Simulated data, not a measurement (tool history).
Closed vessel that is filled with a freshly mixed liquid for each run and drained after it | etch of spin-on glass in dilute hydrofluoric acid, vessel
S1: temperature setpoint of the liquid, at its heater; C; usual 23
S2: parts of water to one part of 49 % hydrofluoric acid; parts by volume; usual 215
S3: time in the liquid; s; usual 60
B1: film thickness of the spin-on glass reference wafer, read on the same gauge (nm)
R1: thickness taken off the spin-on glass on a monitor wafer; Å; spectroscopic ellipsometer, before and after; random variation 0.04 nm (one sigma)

| run | hour | S1 | S2 | S3 | B1 | R1 |
|---|---|---|---|---|---|---|
| 1 | 0 | 25 | 215 | 60 | 110.01 | 114.4 |
|  | 39.1 | hydrofluoric acid flow meter replaced |
| 2 | 65.4 | 25 | 215 | 60 | 110.01 | 118.3 |
| 3 | 145.6 | 25 | 215 | 60 | 110 | 118.2 |
| 4 | 190.7 | 25.5 | 215 | 60 | 110 | 120.8 |
| 5 | 226.9 | 25.5 | 215 | 60 | 110 | 120.1 |
| 6 | 321.1 | 23 | 215 | 50 | 109.99 | 90.7 |
| 7 | 374.3 | 23 | 215 | 60 | 110 | 109.7 |
| 8 | 440.3 | 23 | 215 | 60 | 110.01 | 108.8 |
| 9 | 503.9 | 23 | 215 | 60 | 110.01 | 108.8 |
| 10 | 735.9 | 23 | 215 | 60 | 110 | 108.2 |
|  | 769.2 | hydrofluoric acid flow meter replaced |
| 11 | 896.9 | 23 | 290 | 60 | 109.99 | 76.4 |
| 12 | 943.8 | 23 | 310 | 60 | 109.98 | 70.4 |
| 13 | 1042.7 | 19 | 260 | 60 | 109.99 | 75.5 |
| 14 | 1113.5 | 23 | 260 | 95 | 110.02 | 139 |
| 15 | 1181.5 | 18.5 | 295 | 40 | 110.01 | 42 |
| 16 | 1224.4 | 20 | 170 | 60 | 109.99 | 131.5 |

Forecast run 17:
| 17 | 1267.9 | 20.5 | 140 | 75 | ? | ? |

Run 17 gave B1 110.01, R1 208.3 Å.
Without the tool's hidden state the same run would have given R1 206.8 Å.
